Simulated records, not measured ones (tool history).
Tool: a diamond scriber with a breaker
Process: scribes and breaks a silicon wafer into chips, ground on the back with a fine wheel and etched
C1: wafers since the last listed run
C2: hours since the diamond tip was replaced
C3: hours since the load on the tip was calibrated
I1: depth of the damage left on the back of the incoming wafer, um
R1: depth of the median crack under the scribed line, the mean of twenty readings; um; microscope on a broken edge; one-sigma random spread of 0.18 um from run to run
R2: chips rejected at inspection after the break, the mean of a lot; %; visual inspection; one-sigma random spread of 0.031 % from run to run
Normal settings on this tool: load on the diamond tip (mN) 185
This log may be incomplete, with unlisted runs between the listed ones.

Run 1, hour 0: usual settings; C1 0; C2 431.7; C3 387.1; I1 0.69. Result: R1 9.4 um, R2 3.62 %.
At hour 63: load on the tip recalibrated.
Run 2, hour 187.9: usual settings; C1 572; C2 619.6; C3 124.9; I1 0.3. Result: R1 8.64 um, R2 11.01 %.
Run 3, hour 250.9: usual settings; C1 194; C2 682.6; C3 187.9; I1 0.7. Result: R1 8.84 um, R2 9.73 %.
Run 4, hour 340.8: usual settings; C1 276; C2 772.5; C3 277.8; I1 0.58. Result: R1 8.94 um, R2 7.92 %.
Run 5, hour 377: usual settings; C1 111; C2 808.7; C3 314; I1 0.64. Result: R1 8.99 um, R2 8.11 %.
Run 6, hour 401.3: usual settings; C1 74; C2 833; C3 338.3; I1 0.66. Result: R1 8.91 um, R2 7.84 %.
At hour 461.5: load on the tip recalibrated.
At hour 490.5: diamond tip replaced by a new one.
Run 7, hour 603: usual settings; C1 608; C2 112.5; C3 141.5; I1 0.33. Result: R1 10.18 um, R2 0.91 %.
Run 8, hour 638.9: usual settings but load on the diamond tip (mN) 131; C1 110; C2 148.4; C3 177.4; I1 0.59. Result: R1 7.95 um, R2 17.37 %.
Run 9, hour 671.1: usual settings but load on the diamond tip (mN) 139; C1 99; C2 180.6; C3 209.6; I1 0.44. Result: R1 8.3 um, R2 15.11 %.
Run 10, hour 698.5: usual settings but load on the diamond tip (mN) 225; C1 84; C2 208; C3 237; I1 0.66. Result: R1 10.76 um, R2 2 %.
Run 11, hour 885: usual settings; C1 574; C2 394.5; C3 423.5; I1 0.31. Result: R1 9.72 um, R2 1.85 %.
At hour 911.8: load on the tip recalibrated.
Run 12, hour 918: usual settings but load on the diamond tip (mN) 163; C1 95; C2 427.5; C3 6.2; I1 0.6. Result: R1 8.34 um, R2 17.74 %.
Run 13, hour 979.1: usual settings but load on the diamond tip (mN) 217; C1 188; C2 488.6; C3 67.3; I1 0.7. Result: R1 9.86 um, R2 1.68 %.
Run 14, hour 1019.2: usual settings; C1 123; C2 528.7; C3 107.4; I1 0.33. Result: R1 8.88 um, R2 8.03 %.

What the log doesn't show, run by run:
H1: share of the diamond tip's cutting effectiveness lost through wear, %
H2: deviation of the load on the tip from its setpoint, %
run    H1      H2
  1  24.6    14.9
  2  27.4    5.01
  3  27.9    7.18
  4  28.6    10.3
  5  28.8    11.5
  6  28.9    12.4
  7  9.84    5.21
  8    12    6.45
  9  13.7    7.56
 10  14.9     8.5
 11    21    14.9
 12  21.7  0.0104
 13  22.9    2.11
 14  23.5     3.5
